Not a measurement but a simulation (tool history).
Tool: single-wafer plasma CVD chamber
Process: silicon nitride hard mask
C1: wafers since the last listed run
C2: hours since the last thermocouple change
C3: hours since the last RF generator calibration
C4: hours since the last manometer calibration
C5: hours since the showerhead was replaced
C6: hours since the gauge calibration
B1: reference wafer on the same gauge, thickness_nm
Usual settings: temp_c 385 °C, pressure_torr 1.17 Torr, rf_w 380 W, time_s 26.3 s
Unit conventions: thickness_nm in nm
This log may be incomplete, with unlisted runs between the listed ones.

{"run": 1, "hour": 0.0, "temp_c": 385, "pressure_torr": 1.17, "rf_w": 380, "time_s": 26.3, "C1": 0, "C2": 1405.0, "C3": 2040.9, "C4": 1949.9, "C5": 6503.5, "C6": 295.8, "B1": 30.178, "thickness_nm": 28.483}
{"run": 2, "hour": 27.7, "temp_c": 395, "pressure_torr": 1.17, "rf_w": 380, "time_s": 26.3, "C1": 679, "C2": 1432.7, "C3": 2068.6, "C4": 1977.6, "C5": 6531.2, "C6": 323.5, "B1": 30.183, "thickness_nm": 28.192}
{"run": 3, "hour": 50.2, "temp_c": 395, "pressure_torr": 1.17, "rf_w": 380, "time_s": 26.3, "C1": 551, "C2": 1455.2, "C3": 2091.1, "C4": 2000.1, "C5": 6553.7, "C6": 346.0, "B1": 30.207, "thickness_nm": 28.219}
{"run": 4, "hour": 69.5, "temp_c": 395, "pressure_torr": 1.17, "rf_w": 380, "time_s": 26.3, "C1": 473, "C2": 1474.5, "C3": 2110.4, "C4": 2019.4, "C5": 6573.0, "C6": 365.3, "B1": 30.225, "thickness_nm": 28.362}
{"run": 5, "hour": 96.6, "temp_c": 385, "pressure_torr": 1.25, "rf_w": 380, "time_s": 26.3, "C1": 664, "C2": 1501.6, "C3": 2137.5, "C4": 2046.5, "C5": 6600.1, "C6": 392.4, "B1": 30.256, "thickness_nm": 29.418}
{"run": 6, "hour": 119.1, "temp_c": 385, "pressure_torr": 1.25, "rf_w": 380, "time_s": 26.3, "C1": 551, "C2": 1524.1, "C3": 2160.0, "C4": 2069.0, "C5": 6622.6, "C6": 414.9, "B1": 30.255, "thickness_nm": 29.483}
{"run": 7, "hour": 148.9, "temp_c": 385, "pressure_torr": 1.25, "rf_w": 380, "time_s": 26.3, "C1": 730, "C2": 1553.9, "C3": 2189.8, "C4": 2098.8, "C5": 6652.4, "C6": 444.7, "B1": 30.277, "thickness_nm": 29.453}
{"run": 8, "hour": 178.8, "temp_c": 385, "pressure_torr": 1.17, "rf_w": 350, "time_s": 26.3, "C1": 733, "C2": 1583.8, "C3": 2219.7, "C4": 2128.7, "C5": 6682.3, "C6": 474.6, "B1": 30.297, "thickness_nm": 27.636}
{"run": 9, "hour": 209.7, "temp_c": 385, "pressure_torr": 1.17, "rf_w": 350, "time_s": 26.3, "C1": 757, "C2": 1614.7, "C3": 2250.6, "C4": 2159.6, "C5": 6713.2, "C6": 505.5, "B1": 30.29, "thickness_nm": 27.62}
{"run": 10, "hour": 239.0, "temp_c": 385, "pressure_torr": 1.17, "rf_w": 380, "time_s": 26.3, "C1": 718, "C2": 1644.0, "C3": 2279.9, "C4": 2188.9, "C5": 6742.5, "C6": 534.8, "B1": 30.319, "thickness_nm": 28.39}
{"run": 11, "hour": 257.5, "temp_c": 385, "pressure_torr": 1.17, "rf_w": 380, "time_s": 26.3, "C1": 453, "C2": 1662.5, "C3": 2298.4, "C4": 2207.4, "C5": 6761.0, "C6": 553.3, "B1": 30.317, "thickness_nm": 28.509}
{"run": 12, "hour": 270.1, "temp_c": 385, "pressure_torr": 1.17, "rf_w": 380, "time_s": 26.3, "C1": 308, "C2": 1675.1, "C3": 2311.0, "C4": 2220.0, "C5": 6773.6, "C6": 565.9, "B1": 30.334, "thickness_nm": 28.425}
{"hour": 287.3, "done": "capacitance manometer re-zeroed and calibrated"}
{"run": 13, "hour": 288.9, "temp_c": 385, "pressure_torr": 1.17, "rf_w": 380, "time_s": 26.3, "C1": 264, "C2": 1693.9, "C3": 2329.8, "C4": 1.6, "C5": 6792.4, "C6": 584.7, "B1": 30.331, "thickness_nm": 28.478}
{"run": 14, "hour": 304.8, "temp_c": 395, "pressure_torr": 1.01, "rf_w": 415, "time_s": 26.3, "C1": 389, "C2": 1709.8, "C3": 2345.7, "C4": 17.5, "C5": 6808.3, "C6": 600.6, "B1": 30.321, "thickness_nm": 26.788}
{"run": 15, "hour": 337.4, "temp_c": 377, "pressure_torr": 1.17, "rf_w": 380, "time_s": 28.8, "C1": 799, "C2": 1742.4, "C3": 2378.3, "C4": 50.1, "C5": 6840.9, "C6": 633.2, "B1": 30.36, "thickness_nm": 31.404}
{"hour": 366.5, "done": "thermocouple changed; heater temperature recalibrated"}
{"run": 16, "hour": 367.0, "temp_c": 385, "pressure_torr": 1.46, "rf_w": 380, "time_s": 26.3, "C1": 529, "C2": 0.5, "C3": 2407.9, "C4": 79.7, "C5": 6870.5, "C6": 662.8, "B1": 30.347, "thickness_nm": 31.699}
{"hour": 379.5, "done": "RF generator calibrated"}
{"run": 17, "hour": 380.0, "temp_c": 375, "pressure_torr": 1.17, "rf_w": 405, "time_s": 26.3, "C1": 122, "C2": 13.5, "C3": 0.5, "C4": 92.7, "C5": 6883.5, "C6": 675.8, "B1": 30.339, "thickness_nm": 29.451}
{"run": 18, "hour": 391.0, "temp_c": 385, "pressure_torr": 1.17, "rf_w": 380, "time_s": 26.3, "C1": 269, "C2": 24.5, "C3": 11.5, "C4": 103.7, "C5": 6894.5, "C6": 686.8, "B1": 30.343, "thickness_nm": 28.616}
{"run": 19, "hour": 414.5, "temp_c": 385, "pressure_torr": 1.17, "rf_w": 425, "time_s": 24.5, "C1": 576, "C2": 48.0, "C3": 35.0, "C4": 127.2, "C5": 6918.0, "C6": 710.3, "B1": 30.34, "thickness_nm": 27.757}
{"hour": 424.1, "done": "showerhead replaced"}
{"hour": 429.2, "done": "gauge calibrated"}
{"run": 20, "hour": 431.6, "temp_c": 385, "pressure_torr": 1.42, "rf_w": 320, "time_s": 26.3, "C1": 223, "C2": 65.1, "C3": 52.1, "C4": 144.3, "C5": 7.5, "C6": 2.4, "B1": 29.56, "thickness_nm": 28.591}
{"run": 21, "hour": 447.9, "temp_c": 385, "pressure_torr": 1.17, "rf_w": 380, "time_s": 26.3, "C1": 399, "C2": 81.4, "C3": 68.4, "C4": 160.6, "C5": 23.8, "C6": 18.7, "B1": 29.622, "thickness_nm": 27.891}
{"run": 22, "hour": 482.6, "temp_c": 385, "pressure_torr": 1.17, "rf_w": 380, "time_s": 26.3, "C1": 850, "C2": 116.1, "C3": 103.1, "C4": 195.3, "C5": 58.5, "C6": 53.4, "B1": 29.743, "thickness_nm": 28.009}
{"run": 23, "hour": 514.9, "temp_c": 385, "pressure_torr": 1.17, "rf_w": 350, "time_s": 26.3, "C1": 791, "C2": 148.4, "C3": 135.4, "C4": 227.6, "C5": 90.8, "C6": 85.7, "B1": 29.826, "thickness_nm": 27.164}
{"run": 24, "hour": 550.0, "temp_c": 385, "pressure_torr": 1.04, "rf_w": 410, "time_s": 26.3, "C1": 860, "C2": 183.5, "C3": 170.5, "C4": 262.7, "C5": 125.9, "C6": 120.8, "B1": 29.941, "thickness_nm": 27.021}
{"run": 25, "hour": 603.5, "temp_c": 385, "pressure_torr": 1.17, "rf_w": 380, "time_s": 26.3, "C1": 1311, "C2": 237.0, "C3": 224.0, "C4": 316.2, "C5": 179.4, "C6": 174.3, "B1": 30.011, "thickness_nm": 28.308}
{"run": 26, "hour": 625.4, "temp_c": 377, "pressure_torr": 0.92, "rf_w": 320, "time_s": 26.3, "C1": 536, "C2": 258.9, "C3": 245.9, "C4": 338.1, "C5": 201.3, "C6": 196.2, "B1": 30.02, "thickness_nm": 22.781}

Run 27 has not been measured yet. What should we expect?
{"run": 27, "hour": 658.3, "temp_c": 395, "pressure_torr": 1.01, "rf_w": 415, "time_s": 26.3, "C1": 806, "C2": 291.8, "C3": 278.8, "C4": 371.0, "C5": 234.2, "C6": 229.1, "B1": "?", "thickness_nm": "?"}

B1: 30.093
thickness_nm: 26.581 nm
Were there no unlogged condition in the tool, this run, its random variation unchanged, would have produced thickness_nm 26.056 nm.
